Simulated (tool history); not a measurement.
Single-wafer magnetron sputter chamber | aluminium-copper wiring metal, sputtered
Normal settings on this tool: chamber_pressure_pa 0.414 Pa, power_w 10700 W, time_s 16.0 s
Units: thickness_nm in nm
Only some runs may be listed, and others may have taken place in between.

| run | day | chamber_pressure_pa | power_w | time_s | wafers since the last listed run | wafers on the sputter target | hours since the last manometer calibration | hours since the magnet pack was replaced | hours since the gauge calibration | read-back reference wafer on the same gauge, thickness_nm | thickness_nm |
|---|---|---|---|---|---|---|---|---|---|---|---|
| 1 | 0.000 | 0.414 | 10700 | 16.0 | 0 | 1789 | 1481.6 | 4111.0 | 890.7 | 334.180 | 297.431 |
| 2 | 3.300 | 0.414 | 10700 | 16.0 | 1585 | 3375 | 1560.8 | 4190.2 | 969.9 | 334.031 | 295.777 |
| 3 | 7.688 | 0.414 | 10700 | 16.0 | 2108 | 5483 | 1666.1 | 4295.5 | 1075.2 | 334.021 | 299.060 |
| 4 | 10.608 | 0.414 | 10700 | 16.0 | 1403 | 6886 | 1736.2 | 4365.6 | 1145.3 | 333.802 | 299.266 |
|  | 11.954 | sputter target and shields replaced |
| 5 | 12.912 | 0.414 | 10700 | 16.0 | 947 | 461 | 1791.5 | 4420.9 | 1200.6 | 333.764 | 297.275 |
| 6 | 16.312 | 0.414 | 10700 | 16.0 | 1633 | 2095 | 1873.1 | 4502.5 | 1282.2 | 333.737 | 298.930 |
| 7 | 20.025 | 0.414 | 10700 | 16.0 | 1783 | 3878 | 1962.2 | 4591.6 | 1371.3 | 333.927 | 299.192 |
| 8 | 24.508 | 0.313 | 10700 | 16.0 | 2154 | 6033 | 2069.8 | 4699.2 | 1478.9 | 334.218 | 314.184 |
|  | 25.729 | gauge calibrated |
|  | 26.862 | sputter target and shields replaced |
| 9 | 26.983 | 0.313 | 10700 | 16.0 | 1029 | 58 | 2129.2 | 4758.6 | 30.1 | 334.066 | 312.758 |
| 10 | 29.988 | 0.313 | 10700 | 16.0 | 1443 | 1502 | 2201.3 | 4830.7 | 102.2 | 333.952 | 313.233 |
| 11 | 34.379 | 0.414 | 12100 | 18.1 | 2110 | 3612 | 2306.7 | 4936.1 | 207.6 | 334.188 | 379.052 |
|  | 36.933 | magnet pack replaced |
| 12 | 36.958 | 0.414 | 12100 | 18.1 | 1079 | 4691 | 2368.6 | 0.6 | 269.5 | 334.120 | 379.573 |
|  | 38.662 | capacitance manometer re-zeroed and calibrated |
| 13 | 38.683 | 0.414 | 10700 | 16.0 | 668 | 5360 | 0.5 | 42.0 | 310.9 | 333.767 | 294.370 |
| 14 | 41.400 | 0.541 | 11550 | 14.0 | 1305 | 6665 | 65.7 | 107.2 | 376.1 | 334.070 | 257.931 |
|  | 43.088 | sputter target and shields replaced |
| 15 | 44.450 | 0.414 | 10700 | 17.0 | 1305 | 655 | 138.9 | 180.4 | 449.3 | 334.036 | 314.979 |
| 16 | 47.842 | 0.414 | 10700 | 16.0 | 1629 | 2285 | 220.3 | 261.8 | 530.7 | 334.405 | 293.575 |
| 17 | 50.508 | 0.414 | 9200 | 16.0 | 1281 | 3566 | 284.3 | 325.8 | 594.7 | 333.918 | 257.944 |
| 18 | 52.692 | 0.414 | 10700 | 16.0 | 1049 | 4615 | 336.7 | 378.2 | 647.1 | 334.148 | 294.110 |
| 19 | 57.112 | 0.500 | 8750 | 14.3 | 2124 | 6740 | 442.8 | 484.3 | 753.2 | 333.894 | 211.715 |
|  | 58.738 | sputter target and shields replaced |
| 20 | 58.758 | 0.283 | 8750 | 18.0 | 630 | 9 | 482.3 | 523.8 | 792.7 | 333.971 | 297.602 |
| 21 | 60.579 | 0.263 | 10700 | 13.1 | 874 | 884 | 526.0 | 567.5 | 836.4 | 334.221 | 259.673 |
| 22 | 64.788 | 0.414 | 10700 | 14.8 | 2022 | 2906 | 627.0 | 668.5 | 937.4 | 333.985 | 273.771 |
| 23 | 68.204 | 0.331 | 10700 | 16.0 | 1641 | 4547 | 709.0 | 750.5 | 1019.4 | 334.166 | 309.611 |
| 24 | 71.592 | 0.414 | 9650 | 18.8 | 1627 | 6175 | 790.3 | 831.8 | 1100.7 | 334.068 | 317.649 |
| 25 | 74.725 | 0.371 | 13350 | 16.0 | 1505 | 7681 | 865.5 | 907.0 | 1175.9 | 333.837 | 369.866 |
|  | 75.121 | sputter target and shields replaced |
| 26 | 79.046 | 0.414 | 10700 | 16.0 | 1916 | 1885 | 969.2 | 1010.7 | 1279.6 | 334.174 | 299.679 |

Branching from run 26: 5 alternative next runs. What would each branch give?
| A | 79.062 | 0.414 | 10700 | 16.0 | 8 | 1893 | 969.6 | 1011.1 | 1280.0 | ? | ? |
| B | 79.062 | 0.478 | 10700 | 16.0 | 8 | 1893 | 969.6 | 1011.1 | 1280.0 | ? | ? |
| C | 79.062 | 0.414 | 8900 | 19.1 | 8 | 1893 | 969.6 | 1011.1 | 1280.0 | ? | ? |
| D | 79.062 | 0.414 | 9900 | 17.4 | 8 | 1893 | 969.6 | 1011.1 | 1280.0 | ? | ? |
| E | 79.062 | 0.538 | 9300 | 13.9 | 8 | 1893 | 969.6 | 1011.1 | 1280.0 | ? | ? |

| run | read-back reference wafer on the same gauge, thickness_nm | thickness_nm |
|---|---|---|
| A | 334.094 | 297.974 |
| B | 334.094 | 289.299 |
| C | 334.094 | 301.390 |
| D | 334.094 | 302.055 |
| E | 334.094 | 215.493 |
Without the tool's unlogged condition, the same runs would have read:
| run | thickness_nm |
|---|---|
| A | 293.688 |
| B | 284.588 |
| C | 297.055 |
| D | 297.710 |
| E | 211.611 |
